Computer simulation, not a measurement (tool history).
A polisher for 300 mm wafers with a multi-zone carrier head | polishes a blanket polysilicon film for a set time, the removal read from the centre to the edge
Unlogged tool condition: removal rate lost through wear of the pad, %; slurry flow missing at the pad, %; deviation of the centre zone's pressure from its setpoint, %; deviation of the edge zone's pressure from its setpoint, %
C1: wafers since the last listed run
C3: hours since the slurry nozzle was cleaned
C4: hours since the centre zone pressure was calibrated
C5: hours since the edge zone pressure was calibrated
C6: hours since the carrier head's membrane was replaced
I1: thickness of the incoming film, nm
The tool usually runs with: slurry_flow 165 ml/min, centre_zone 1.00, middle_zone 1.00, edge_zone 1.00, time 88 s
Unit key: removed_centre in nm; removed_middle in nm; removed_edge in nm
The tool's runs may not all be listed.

run 1 hour=0.0 | slurry_flow=165 centre_zone=1.00 middle_zone=1.00 edge_zone=1.00 time=88 | C1=0 wafers_polished_on_this_pad=347 C3=466.1 C4=295.2 C5=731.6 C6=988.3 | I1=2008.3 | removed_centre=597.7 removed_middle=608.5 removed_edge=615.1
run 2 hour=33.7 | slurry_flow=165 centre_zone=1.00 middle_zone=1.00 edge_zone=1.00 time=88 | C1=198 wafers_polished_on_this_pad=546 C3=499.8 C4=328.9 C5=765.3 C6=1022.0 | I1=1993.1 | removed_centre=589.8 removed_middle=597.4 removed_edge=611.7
run 3 hour=47.8 | slurry_flow=165 centre_zone=1.00 middle_zone=1.00 edge_zone=1.00 time=88 | C1=82 wafers_polished_on_this_pad=629 C3=513.9 C4=343.0 C5=779.4 C6=1036.1 | I1=2014.0 | removed_centre=584.7 removed_middle=594.6 removed_edge=602.1
run 4 hour=71.3 | slurry_flow=165 centre_zone=1.00 middle_zone=1.00 edge_zone=1.00 time=88 | C1=138 wafers_polished_on_this_pad=767 C3=537.4 C4=366.5 C5=802.9 C6=1059.6 | I1=2033.0 | removed_centre=581.0 removed_middle=600.6 removed_edge=618.7
-- hour=88.2 worn pad replaced by a new one
run 5 hour=96.1 | slurry_flow=165 centre_zone=1.00 middle_zone=1.05 edge_zone=1.00 time=88 | C1=122 wafers_polished_on_this_pad=46 C3=562.2 C4=391.3 C5=827.7 C6=1084.4 | I1=1998.1 | removed_centre=609.6 removed_middle=633.0 removed_edge=644.0
run 6 hour=113.6 | slurry_flow=165 centre_zone=1.00 middle_zone=1.05 edge_zone=1.00 time=88 | C1=102 wafers_polished_on_this_pad=149 C3=579.7 C4=408.8 C5=845.2 C6=1101.9 | I1=2028.4 | removed_centre=598.8 removed_middle=628.1 removed_edge=630.2
-- hour=120.8 centre zone pressure recalibrated
-- hour=130.5 slurry nozzle cleaned
run 7 hour=132.0 | slurry_flow=165 centre_zone=1.00 middle_zone=1.00 edge_zone=1.00 time=88 | C1=90 wafers_polished_on_this_pad=240 C3=1.5 C4=11.2 C5=863.6 C6=1120.3 | I1=1975.9 | removed_centre=726.1 removed_middle=702.6 removed_edge=682.2
run 8 hour=155.4 | slurry_flow=165 centre_zone=1.00 middle_zone=1.00 edge_zone=1.00 time=88 | C1=137 wafers_polished_on_this_pad=377 C3=24.9 C4=34.6 C5=887.0 C6=1143.7 | I1=2016.7 | removed_centre=688.8 removed_middle=694.6 removed_edge=691.3
run 9 hour=185.8 | slurry_flow=135 centre_zone=1.00 middle_zone=1.00 edge_zone=0.96 time=88 | C1=178 wafers_polished_on_this_pad=556 C3=55.3 C4=65.0 C5=917.4 C6=1174.1 | I1=2013.3 | removed_centre=643.7 removed_middle=653.7 removed_edge=644.2
run 10 hour=207.1 | slurry_flow=165 centre_zone=1.00 middle_zone=1.00 edge_zone=0.90 time=98 | C1=125 wafers_polished_on_this_pad=682 C3=76.6 C4=86.3 C5=938.7 C6=1195.4 | I1=1984.5 | removed_centre=731.4 removed_middle=753.0 removed_edge=696.6
-- hour=231.3 worn pad replaced by a new one
run 11 hour=234.8 | slurry_flow=165 centre_zone=0.94 middle_zone=1.00 edge_zone=1.12 time=88 | C1=139 wafers_polished_on_this_pad=20 C3=104.3 C4=114.0 C5=966.4 C6=1223.1 | I1=1998.4 | removed_centre=662.8 removed_middle=692.4 removed_edge=720.1
run 12 hour=262.4 | slurry_flow=165 centre_zone=1.00 middle_zone=1.00 edge_zone=1.00 time=88 | C1=162 wafers_polished_on_this_pad=183 C3=131.9 C4=141.6 C5=994.0 C6=1250.7 | I1=2014.2 | removed_centre=670.1 removed_middle=678.8 removed_edge=674.5
-- hour=280.7 edge zone pressure recalibrated
run 13 hour=284.0 | slurry_flow=165 centre_zone=1.00 middle_zone=1.10 edge_zone=0.91 time=88 | C1=115 wafers_polished_on_this_pad=298 C3=153.5 C4=163.2 C5=3.3 C6=1272.3 | I1=1982.1 | removed_centre=668.0 removed_middle=700.8 removed_edge=638.8
run 14 hour=309.0 | slurry_flow=165 centre_zone=1.11 middle_zone=1.00 edge_zone=0.91 time=80 | C1=147 wafers_polished_on_this_pad=445 C3=178.5 C4=188.2 C5=28.3 C6=1297.3 | I1=2019.2 | removed_centre=652.4 removed_middle=598.0 removed_edge=571.3
run 15 hour=330.5 | slurry_flow=200 centre_zone=0.90 middle_zone=0.88 edge_zone=1.00 time=88 | C1=126 wafers_polished_on_this_pad=572 C3=200.0 C4=209.7 C5=49.8 C6=1318.8 | I1=2020.3 | removed_centre=616.0 removed_middle=614.7 removed_edge=675.4
run 16 hour=365.7 | slurry_flow=165 centre_zone=1.00 middle_zone=0.96 edge_zone=1.00 time=116 | C1=207 wafers_polished_on_this_pad=779 C3=235.2 C4=244.9 C5=85.0 C6=1354.0 | I1=2007.0 | removed_centre=829.8 removed_middle=827.4 removed_edge=834.7
-- hour=377.3 carrier head's membrane replaced by a new one
-- hour=381.8 worn pad replaced by a new one
run 17 hour=396.2 | slurry_flow=165 centre_zone=1.04 middle_zone=1.03 edge_zone=1.00 time=78 | C1=126 wafers_polished_on_this_pad=84 C3=265.7 C4=275.4 C5=115.5 C6=18.9 | I1=2016.3 | removed_centre=603.1 removed_middle=598.6 removed_edge=587.9
run 18 hour=430.2 | slurry_flow=195 centre_zone=0.97 middle_zone=1.00 edge_zone=1.12 time=73 | C1=200 wafers_polished_on_this_pad=285 C3=299.7 C4=309.4 C5=149.5 C6=52.9 | I1=1990.1 | removed_centre=535.3 removed_middle=556.4 removed_edge=573.6
run 19 hour=457.0 | slurry_flow=165 centre_zone=1.00 middle_zone=1.10 edge_zone=1.00 time=88 | C1=157 wafers_polished_on_this_pad=442 C3=326.5 C4=336.2 C5=176.3 C6=79.7 | I1=1982.0 | removed_centre=628.9 removed_middle=678.1 removed_edge=636.7
run 20 hour=475.4 | slurry_flow=205 centre_zone=1.00 middle_zone=1.09 edge_zone=1.11 time=97 | C1=108 wafers_polished_on_this_pad=551 C3=344.9 C4=354.6 C5=194.7 C6=98.1 | I1=2022.8 | removed_centre=732.9 removed_middle=786.0 removed_edge=762.8
run 21 hour=495.3 | slurry_flow=165 centre_zone=1.00 middle_zone=1.00 edge_zone=1.00 time=88 | C1=117 wafers_polished_on_this_pad=668 C3=364.8 C4=374.5 C5=214.6 C6=118.0 | I1=1983.7 | removed_centre=620.3 removed_middle=626.4 removed_edge=637.4
run 22 hour=520.5 | slurry_flow=115 centre_zone=1.00 middle_zone=1.00 edge_zone=1.00 time=88 | C1=148 wafers_polished_on_this_pad=816 C3=390.0 C4=399.7 C5=239.8 C6=143.2 | I1=1987.6 | removed_centre=523.3 removed_middle=540.0 removed_edge=570.7
-- hour=535.2 worn pad replaced by a new one
run 23 hour=541.2 | slurry_flow=165 centre_zone=1.00 middle_zone=1.00 edge_zone=1.00 time=88 | C1=98 wafers_polished_on_this_pad=35 C3=410.7 C4=420.4 C5=260.5 C6=163.9 | I1=2012.3 | removed_centre=642.5 removed_middle=647.7 removed_edge=658.4

Across each entry between runs, compare the hidden state at the last listed run before it with the hidden state at the first listed run after it:
Runs 4 to 5: worn pad replaced by a new one (hour 88.2)
  removal rate lost through wear of the pad, %: 4.82 -> 0.871; slurry flow missing at the pad, %: 43.8 -> 44.1
  measured value less the no-hidden-state value, removed_centre: -151.3 -> -129.8 nm; removed_middle: -139.5 -> -117.5 nm; removed_edge: -107.2 -> -82.3 nm
Runs 6 to 7: centre zone pressure recalibrated (hour 120.8); slurry nozzle cleaned (hour 130.5)
  removal rate lost through wear of the pad, %: 2.11 -> 3.01; slurry flow missing at the pad, %: 44.3 -> 2.64
  measured value less the no-hidden-state value, removed_centre: -137.7 -> -26.9 nm; removed_middle: -126.9 -> -25.6 nm; removed_edge: -90.1 -> -23.8 nm
Runs 10 to 11: worn pad replaced by a new one (hour 231.3)
  removal rate lost through wear of the pad, %: 4.56 -> 0.98; slurry flow missing at the pad, %: 15.1 -> 18.5
  measured value less the no-hidden-state value, removed_centre: -65.2 -> -40.9 nm; removed_middle: -63.6 -> -38.6 nm; removed_edge: -51.6 -> -30.6 nm
Runs 12 to 13: edge zone pressure recalibrated (hour 280.7)
  removal rate lost through wear of the pad, %: 2.92 -> 3.83; slurry flow missing at the pad, %: 21.5 -> 23.6
  measured value less the no-hidden-state value, removed_centre: -63.4 -> -75.9 nm; removed_middle: -59.1 -> -73.5 nm; removed_edge: -47.5 -> -54.8 nm
Runs 16 to 17: carrier head's membrane replaced by a new one (hour 377.3); worn pad replaced by a new one (hour 381.8)
  removal rate lost through wear of the pad, %: 5.17 -> 1.77; slurry flow missing at the pad, %: 29.6 -> 31.2
  measured value less the no-hidden-state value, removed_centre: -131.7 -> -77.0 nm; removed_middle: -120.9 -> -68.5 nm; removed_edge: -99.1 -> -50.0 nm
Runs 22 to 23: worn pad replaced by a new one (hour 535.2)
  removal rate lost through wear of the pad, %: 5.08 -> 0.794; slurry flow missing at the pad, %: 35.8 -> 36.3
  measured value less the no-hidden-state value, removed_centre: -143.8 -> -95.2 nm; removed_middle: -130.2 -> -84.4 nm; removed_edge: -98.5 -> -60.9 nm

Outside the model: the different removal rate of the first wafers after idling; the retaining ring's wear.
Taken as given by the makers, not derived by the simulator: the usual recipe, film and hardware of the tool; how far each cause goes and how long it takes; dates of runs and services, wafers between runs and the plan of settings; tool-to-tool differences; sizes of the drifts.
